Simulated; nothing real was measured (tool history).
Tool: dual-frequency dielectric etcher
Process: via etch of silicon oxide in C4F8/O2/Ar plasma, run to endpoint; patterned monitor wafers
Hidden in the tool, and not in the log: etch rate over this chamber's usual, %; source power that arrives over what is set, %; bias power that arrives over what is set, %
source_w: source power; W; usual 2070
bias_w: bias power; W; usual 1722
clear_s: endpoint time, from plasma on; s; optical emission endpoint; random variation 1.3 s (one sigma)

run	day	source_w	bias_w	wafers since the last listed run	hours since the last wet clean	hours since the last source power generator calibration	hours since the last bias power generator calibration	hours since the last upper electrode change	incoming incoming film thickness, nm	clear_s
1	0	2250	1722	0	348.6	2351.6	3128.7	3734.8	2117.1	406.1
2	0.279	2250	1722	23	355.3	2358.3	3135.4	3741.5	2125.1	408.7
3	0.812	2450	1722	45	368.1	2371.1	3148.2	3754.3	2084.3	385.7
# day 1.188: bias power generator calibrated
4	1.546	2450	1722	48	385.7	2388.7	8.6	3771.9	2119.5	391.7
# day 3.079: wet clean of the chamber
5	3.1	2070	1722	46	0.5	2426	45.9	3809.2	2110.2	418.5
6	3.117	2070	1722	1	0.9	2426.4	46.3	3809.6	2141.3	426.1
7	3.388	2070	1722	22	7.4	2432.9	52.8	3816.1	2108.4	418.3
8	3.725	2070	1820	28	15.5	2441	60.9	3824.2	2096.6	410.6
9	5.138	2070	1820	119	49.4	2474.9	94.8	3858.1	2099.8	410.3
10	5.4	2340	2041	22	55.7	2481.2	101.1	3864.4	2115.9	379.4
11	5.879	2490	2007	40	67.2	2492.7	112.6	3875.9	2117.4	366.8
12	6.292	2540	1446	34	77.1	2502.6	122.5	3885.8	2109.6	403.9
13	6.917	2070	1722	52	92.1	2517.6	137.5	3900.8	2129.4	425.2
# day 7.354: source power generator calibrated
14	7.375	2390	2147	24	103.1	0.5	148.5	3911.8	2120.6	368.1
15	7.617	2510	1876	20	108.9	6.3	154.3	3917.6	2123.6	377.2
16	8.617	2310	1590	84	132.9	30.3	178.3	3941.6	2136.6	412.2
17	9.329	2070	1722	60	150	47.4	195.4	3958.7	2122.1	423
18	9.621	2210	2004	24	157	54.4	202.4	3965.7	2115.1	390.4
19	9.954	2450	1722	28	165	62.4	210.4	3973.7	2100.4	387.7
20	10.7	2070	1722	63	182.9	80.3	228.3	3991.6	2126.4	422
# day 11.762: upper electrode replaced
21	11.783	2590	1936	7	208.9	106.3	254.3	0.5	2108.3	365.7
22	11.821	2070	1722	3	209.8	107.2	255.2	1.4	2129.5	425.5
23	12.254	2070	1722	36	220.2	117.6	265.6	11.8	2111	422.9
24	12.938	2280	1370	57	236.6	134	282	28.2	2136.1	435.8
25	13.688	2570	1942	63	254.6	152	300	46.2	2118.6	369.4
26	14.312	2460	2131	52	269.6	167	315	61.2	2106.5	361.1
27	14.65	2070	1308	28	277.7	175.1	323.1	69.3	2117.8	461.8
28	14.975	1660	2058	27	285.5	182.9	330.9	77.1	2129.1	450.6
29	15.508	1610	2025	45	298.3	195.7	343.7	89.9	2109.2	455.9
30	16.062	1760	2041	46	311.6	209	357	103.2	2118.8	436
31	16.558	2070	1537	42	323.5	220.9	368.9	115.1	2099.7	434.1
32	17.304	2070	1722	63	341.4	238.8	386.8	133	2101.1	424.1
33	17.567	2400	1978	22	347.7	245.1	393.1	139.3	2129.2	382.7
34	17.854	1650	2069	24	354.6	252	400	146.2	2111.8	447.4

Forecast each of these 5 alternatives for the next run:
A	17.875	2070	1722	1	355.1	252.5	400.5	146.7	2120.8	?
B	17.875	2070	2030	1	355.1	252.5	400.5	146.7	2120.8	?
C	17.875	1610	1609	1	355.1	252.5	400.5	146.7	2120.8	?
D	17.875	2380	1970	1	355.1	252.5	400.5	146.7	2120.8	?
E	17.875	1790	1322	1	355.1	252.5	400.5	146.7	2120.8	?

run	clear_s
A	427.7
B	406.2
C	494.7
D	384
E	498.1
Without the tool's hidden state the same runs would have given:
run	clear_s
A	421.9
B	400.7
C	487.9
D	378.7
E	491.3
